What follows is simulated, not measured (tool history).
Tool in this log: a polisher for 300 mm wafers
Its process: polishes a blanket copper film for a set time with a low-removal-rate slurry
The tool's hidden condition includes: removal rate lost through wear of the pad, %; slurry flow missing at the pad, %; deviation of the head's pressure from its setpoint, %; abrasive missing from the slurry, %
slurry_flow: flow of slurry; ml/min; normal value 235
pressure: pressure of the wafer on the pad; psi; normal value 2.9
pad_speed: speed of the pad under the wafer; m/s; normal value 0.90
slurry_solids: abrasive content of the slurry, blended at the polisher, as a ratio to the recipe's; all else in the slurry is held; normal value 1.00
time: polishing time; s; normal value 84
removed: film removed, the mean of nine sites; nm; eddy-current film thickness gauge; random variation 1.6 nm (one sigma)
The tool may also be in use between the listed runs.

run	hour	slurry_flow	pressure	pad_speed	slurry_solids	time	wafers since the last listed run	wafers polished on this pad	hours since the slurry nozzle was cleaned	hours since the head pressure was calibrated	hours since the slurry blender was calibrated	incoming thickness of the incoming film, nm	removed
1	0.0	235	2.9	0.90	1.20	84	0	258	251.1	1468.2	66.2	1475.3	238.0
2	6.8	235	2.9	0.90	1.20	84	56	314	257.9	1475.0	73.0	1497.6	233.0
3	17.5	235	2.9	0.90	1.20	84	88	402	268.6	1485.7	83.7	1483.7	233.0
4	24.7	235	2.9	0.90	1.00	84	59	462	275.8	1492.9	90.9	1486.8	221.7
5	33.3	235	2.9	1.14	1.00	84	71	533	284.4	1501.5	99.5	1501.6	264.5
# hour 39.0: worn pad replaced by a new one
6	48.9	235	2.9	1.14	1.00	84	95	81	300.0	1517.1	115.1	1493.1	263.9
7	60.6	235	2.9	0.90	1.00	84	96	178	311.7	1528.8	126.8	1501.6	226.1
8	67.0	235	2.9	0.90	1.00	84	52	231	318.1	1535.2	133.2	1473.5	222.2
9	81.0	235	2.9	0.90	1.00	84	115	346	332.1	1549.2	147.2	1481.9	220.3
10	88.2	235	2.9	0.90	1.00	84	59	406	339.3	1556.4	154.4	1470.6	217.7
# hour 95.9: head pressure recalibrated
# hour 100.5: worn pad replaced by a new one
11	101.1	235	2.9	0.90	1.00	84	57	5	352.2	5.2	167.3	1495.3	220.3
12	110.1	235	2.9	1.10	1.00	84	74	79	361.2	14.2	176.3	1480.8	251.1
# hour 115.4: slurry nozzle cleaned
13	126.5	165	2.9	1.04	0.85	100	127	206	11.1	30.6	192.7	1472.7	232.8
14	132.5	185	2.3	0.90	1.00	107	49	256	17.1	36.6	198.7	1481.5	189.9
15	144.2	235	2.0	1.14	1.00	60	96	353	28.8	48.3	210.4	1492.8	115.9
# hour 161.7: worn pad replaced by a new one
16	162.2	265	2.9	0.74	1.00	84	115	3	46.8	66.3	228.4	1487.2	182.5
# hour 170.3: slurry blender recalibrated
# hour 170.6: slurry nozzle cleaned, repeated, since the last time left the tool worse
17	176.6	235	2.1	0.68	1.00	73	100	104	6.0	80.7	6.3	1465.3	121.1
18	185.7	235	2.9	0.90	1.00	84	75	179	15.1	89.8	15.4	1468.9	233.3
19	200.4	235	2.9	1.14	1.00	94	121	300	29.8	104.5	30.1	1491.9	304.7
# hour 218.7: worn pad replaced by a new one
20	219.2	235	2.9	0.90	1.00	70	122	4	48.6	123.3	48.9	1490.8	194.4
21	232.1	235	3.4	1.06	0.80	84	106	110	61.5	136.2	61.8	1457.7	295.5
22	243.8	235	3.4	0.90	1.00	84	96	207	73.2	147.9	73.5	1483.2	271.0
23	258.0	235	2.9	0.90	1.00	84	117	324	87.4	162.1	87.7	1491.3	231.3
24	266.9	210	3.3	1.22	1.00	68	73	398	96.3	171.0	96.6	1486.5	265.3

Alternative continuations, all from the tool just after run 24; predict every row:
A	267.3	165	2.9	0.90	1.00	84	3	401	96.7	171.4	97.0	1505.2	?
B	267.3	235	2.9	0.90	1.00	61	3	401	96.7	171.4	97.0	1505.2	?
C	267.3	305	3.8	0.90	1.10	112	3	401	96.7	171.4	97.0	1505.2	?

run	removed
A	220.1
B	169.3
C	427.1
Take away the tool's hidden state, keep each run's random variation, and the runs would have read:
run	removed
A	222.0
B	170.3
C	429.0

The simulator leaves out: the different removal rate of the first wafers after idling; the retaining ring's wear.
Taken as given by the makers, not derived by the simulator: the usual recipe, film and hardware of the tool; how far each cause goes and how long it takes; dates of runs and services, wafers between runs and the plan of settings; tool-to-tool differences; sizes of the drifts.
